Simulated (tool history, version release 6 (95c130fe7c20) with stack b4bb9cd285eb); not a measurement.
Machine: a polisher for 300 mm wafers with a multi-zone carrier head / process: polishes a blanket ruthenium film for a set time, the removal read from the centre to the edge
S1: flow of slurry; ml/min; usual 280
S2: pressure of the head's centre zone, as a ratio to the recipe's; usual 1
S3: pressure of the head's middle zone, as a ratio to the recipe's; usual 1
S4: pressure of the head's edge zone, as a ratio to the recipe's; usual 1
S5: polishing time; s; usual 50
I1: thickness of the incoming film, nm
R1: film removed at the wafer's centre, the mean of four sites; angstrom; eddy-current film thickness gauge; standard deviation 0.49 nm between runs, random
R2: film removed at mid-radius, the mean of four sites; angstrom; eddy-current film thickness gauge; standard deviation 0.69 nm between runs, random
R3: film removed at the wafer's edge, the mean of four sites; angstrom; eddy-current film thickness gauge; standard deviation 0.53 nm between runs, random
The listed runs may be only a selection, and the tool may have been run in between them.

run	hour	S1	S2	S3	S4	S5	I1	R1	R2	R3
1	0	210	1.12	1	1.12	50	452.3	688	630	682
2	11.4	240	0.92	1	1	65	450.5	759	798	847
3	22.1	280	1.04	0.89	1.1	50	453.5	656	600	681
4	38.9	280	1	0.93	1	50	449.9	626	597	645
5	52.3	240	1	0.97	1	39	447.7	476	454	492
6	59.3	280	1	1	0.94	50	457.8	617	624	614
7	70.5	280	1.03	1	1	50	447.7	633	613	616
8	82.8	345	1.04	1	1.06	50	448.5	648	615	649
9	100.1	280	1	1	1	50	452.3	594	588	623
# hour 105.8: centre zone pressure recalibrated
# hour 112.4: worn pad replaced by a new one
10	112.9	280	1	1	1	50	448.3	659	647	663
11	118.1	280	1	1	0.95	50	447.1	649	652	646
12	127.6	280	0.93	0.91	1.06	66	453.1	786	792	894
13	136.7	365	1	0.93	1.09	50	454.4	664	612	702
# hour 141.2: slurry nozzle cleaned
14	144.5	280	1	1	0.95	66	446.8	843	823	832
15	161.9	310	1.11	1	1.04	36	447.1	507	453	478
16	175.2	345	1	1.09	1	50	448.7	632	676	645
17	186.5	280	1	1	1	50	452.7	609	617	624
18	197.8	280	0.94	1	0.92	50	451.8	570	609	613
19	210.7	280	1	1.04	1	50	455.2	608	624	616
# hour 240.8: worn pad replaced by a new one
20	242.5	280	1.07	1	1	50	444.5	694	639	662
21	249.7	325	1	1	1	50	454.8	649	658	666
22	259.6	280	1	1	0.89	66	450.9	846	850	815
23	276.2	280	1	0.94	1	38	453	482	456	487
24	283.6	325	1	0.91	1	37	441.9	481	449	472

3 options for the next run, each taken on its own from the tool as it stands now. Forecast them:
A	284	280	1	1	1	37	451.6	?	?	?
B	284	280	1	1	1	43	451.6	?	?	?
C	284	280	1.11	0.97	1	50	451.6	?	?	?

run	R1	R2	R3
A	467	467	481
B	543	543	559
C	700	619	650
Without the tool's hidden state the same runs would have given:
run	R1	R2	R3
A	485	485	499
B	563	563	580
C	726	643	675
